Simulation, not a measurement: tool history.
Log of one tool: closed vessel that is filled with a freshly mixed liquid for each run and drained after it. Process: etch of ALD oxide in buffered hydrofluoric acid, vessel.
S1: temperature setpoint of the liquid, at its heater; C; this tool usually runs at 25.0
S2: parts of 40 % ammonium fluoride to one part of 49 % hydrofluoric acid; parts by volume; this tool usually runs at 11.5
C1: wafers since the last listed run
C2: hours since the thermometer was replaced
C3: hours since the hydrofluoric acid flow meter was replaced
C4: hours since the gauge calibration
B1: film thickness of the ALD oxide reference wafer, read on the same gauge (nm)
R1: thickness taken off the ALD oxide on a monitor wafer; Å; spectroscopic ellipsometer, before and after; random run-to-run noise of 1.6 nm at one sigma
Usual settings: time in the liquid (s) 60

run 1 hour=0.0 | S1=25.0 S2=11.5 time_in_the_liquid_(s)=60 | C1=0 C2=107.8 C3=371.4 C4=755.5 | B1=143.43 | R1=1848.0
run 2 hour=71.0 | S1=25.0 S2=11.5 time_in_the_liquid_(s)=60 | C1=8401 C2=178.8 C3=442.4 C4=826.5 | B1=143.83 | R1=1878.3
run 3 hour=130.4 | S1=25.0 S2=11.5 time_in_the_liquid_(s)=60 | C1=7029 C2=238.2 C3=501.8 C4=885.9 | B1=144.15 | R1=1837.3
run 4 hour=192.8 | S1=25.0 S2=8.5 time_in_the_liquid_(s)=50 | C1=7384 C2=300.6 C3=564.2 C4=948.3 | B1=144.52 | R1=2013.2
run 5 hour=253.1 | S1=25.0 S2=8.5 time_in_the_liquid_(s)=50 | C1=7135 C2=360.9 C3=624.5 C4=1008.6 | B1=144.86 | R1=2040.1
run 6 hour=284.9 | S1=25.0 S2=11.5 time_in_the_liquid_(s)=70 | C1=3763 C2=392.7 C3=656.3 C4=1040.4 | B1=145.03 | R1=2166.3
run 7 hour=326.0 | S1=25.0 S2=11.5 time_in_the_liquid_(s)=60 | C1=4863 C2=433.8 C3=697.4 C4=1081.5 | B1=145.28 | R1=1864.0
run 8 hour=357.7 | S1=25.0 S2=11.5 time_in_the_liquid_(s)=60 | C1=3751 C2=465.5 C3=729.1 C4=1113.2 | B1=145.43 | R1=1873.9
run 9 hour=406.7 | S1=25.0 S2=11.5 time_in_the_liquid_(s)=60 | C1=5798 C2=514.5 C3=778.1 C4=1162.2 | B1=145.72 | R1=1870.8
run 10 hour=446.7 | S1=25.0 S2=11.5 time_in_the_liquid_(s)=60 | C1=4733 C2=554.5 C3=818.1 C4=1202.2 | B1=145.90 | R1=1887.0
-- hour=467.2 thermometer replaced
run 11 hour=625.4 | S1=25.0 S2=11.5 time_in_the_liquid_(s)=60 | C1=21027 C2=158.2 C3=996.8 C4=1380.9 | B1=146.93 | R1=1898.6
run 12 hour=732.6 | S1=22.5 S2=11.5 time_in_the_liquid_(s)=85 | C1=12685 C2=265.4 C3=1104.0 C4=1488.1 | B1=147.53 | R1=2338.2
run 13 hour=802.3 | S1=25.0 S2=11.5 time_in_the_liquid_(s)=60 | C1=8247 C2=335.1 C3=1173.7 C4=1557.8 | B1=147.94 | R1=1887.5
run 14 hour=853.0 | S1=28.0 S2=11.5 time_in_the_liquid_(s)=60 | C1=5999 C2=385.8 C3=1224.4 C4=1608.5 | B1=148.20 | R1=2227.6
run 15 hour=908.5 | S1=24.0 S2=11.5 time_in_the_liquid_(s)=45 | C1=6567 C2=441.3 C3=1279.9 C4=1664.0 | B1=148.52 | R1=1378.2
run 16 hour=935.5 | S1=21.5 S2=11.5 time_in_the_liquid_(s)=60 | C1=3195 C2=468.3 C3=1306.9 C4=1691.0 | B1=148.64 | R1=1563.9
-- hour=971.4 gauge calibrated
-- hour=1042.0 thermometer replaced
run 17 hour=1088.7 | S1=22.0 S2=15.5 time_in_the_liquid_(s)=45 | C1=18010 C2=46.7 C3=1460.1 C4=117.3 | B1=138.86 | R1=833.4
run 18 hour=1136.8 | S1=25.0 S2=10.0 time_in_the_liquid_(s)=60 | C1=5691 C2=94.8 C3=1508.2 C4=165.4 | B1=139.16 | R1=2052.7
run 19 hour=1202.6 | S1=23.5 S2=13.0 time_in_the_liquid_(s)=60 | C1=7786 C2=160.6 C3=1574.0 C4=231.2 | B1=139.50 | R1=1478.5
run 20 hour=1239.2 | S1=26.5 S2=14.0 time_in_the_liquid_(s)=60 | C1=4331 C2=197.2 C3=1610.6 C4=267.8 | B1=139.70 | R1=1631.5
run 21 hour=1303.9 | S1=25.0 S2=11.5 time_in_the_liquid_(s)=60 | C1=7656 C2=261.9 C3=1675.3 C4=332.5 | B1=140.06 | R1=1821.4
run 22 hour=1328.4 | S1=28.0 S2=11.5 time_in_the_liquid_(s)=40 | C1=2899 C2=286.4 C3=1699.8 C4=357.0 | B1=140.24 | R1=1401.7
run 23 hour=1387.4 | S1=25.0 S2=11.5 time_in_the_liquid_(s)=60 | C1=6981 C2=345.4 C3=1758.8 C4=416.0 | B1=140.54 | R1=1824.7
run 24 hour=1443.2 | S1=25.0 S2=11.5 time_in_the_liquid_(s)=60 | C1=6603 C2=401.2 C3=1814.6 C4=471.8 | B1=140.85 | R1=1812.8
run 25 hour=1496.5 | S1=25.0 S2=11.5 time_in_the_liquid_(s)=60 | C1=6307 C2=454.5 C3=1867.9 C4=525.1 | B1=141.14 | R1=1835.4
run 26 hour=1552.7 | S1=25.0 S2=10.0 time_in_the_liquid_(s)=75 | C1=6650 C2=510.7 C3=1924.1 C4=581.3 | B1=141.48 | R1=2606.1
run 27 hour=1596.2 | S1=25.0 S2=9.0 time_in_the_liquid_(s)=90 | C1=5147 C2=554.2 C3=1967.6 C4=624.8 | B1=141.72 | R1=3346.5
-- hour=1614.1 hydrofluoric acid flow meter replaced
-- hour=1636.3 thermometer replaced
run 28 hour=1657.8 | S1=29.0 S2=11.5 time_in_the_liquid_(s)=85 | C1=7052 C2=21.5 C3=43.7 C4=686.4 | B1=142.09 | R1=3173.0
run 29 hour=1686.3 | S1=25.0 S2=11.5 time_in_the_liquid_(s)=60 | C1=3372 C2=50.0 C3=72.2 C4=714.9 | B1=142.24 | R1=1822.6
run 30 hour=1712.7 | S1=21.5 S2=11.5 time_in_the_liquid_(s)=45 | C1=3124 C2=76.4 C3=98.6 C4=741.3 | B1=142.36 | R1=1139.8
run 31 hour=1776.5 | S1=25.0 S2=11.5 time_in_the_liquid_(s)=60 | C1=7549 C2=140.2 C3=162.4 C4=805.1 | B1=142.70 | R1=1830.7
run 32 hour=1840.2 | S1=30.0 S2=10.0 time_in_the_liquid_(s)=85 | C1=7537 C2=203.9 C3=226.1 C4=868.8 | B1=143.05 | R1=3852.5
run 33 hour=2044.9 | S1=21.5 S2=15.5 time_in_the_liquid_(s)=90 | C1=24222 C2=408.6 C3=430.8 C4=1073.5 | B1=144.24 | R1=1707.6
run 34 hour=2081.8 | S1=25.0 S2=11.5 time_in_the_liquid_(s)=60 | C1=4366 C2=445.5 C3=467.7 C4=1110.4 | B1=144.44 | R1=1842.9
run 35 hour=2110.5 | S1=25.0 S2=11.5 time_in_the_liquid_(s)=60 | C1=3396 C2=474.2 C3=496.4 C4=1139.1 | B1=144.56 | R1=1847.8

Branching from run 35: 3 alternative next runs. What would each branch give?
run A hour=2111.2 | S1=25.0 S2=16.0 time_in_the_liquid_(s)=60 | C1=82 C2=474.9 C3=497.1 C4=1139.8 | B1=? | R1=?
run B hour=2111.2 | S1=29.5 S2=14.0 time_in_the_liquid_(s)=40 | C1=82 C2=474.9 C3=497.1 C4=1139.8 | B1=? | R1=?
run C hour=2111.2 | S1=21.5 S2=14.5 time_in_the_liquid_(s)=30 | C1=82 C2=474.9 C3=497.1 C4=1139.8 | B1=? | R1=?

run=A B1=144.59 R1=1346.0
run=B B1=144.59 R1=1301.4
run=C B1=144.59 R1=611.8
What these runs would have given with no unlogged condition in the tool:
run=A R1=1303.1
run=B R1=1260.0
run=C R1=592.3
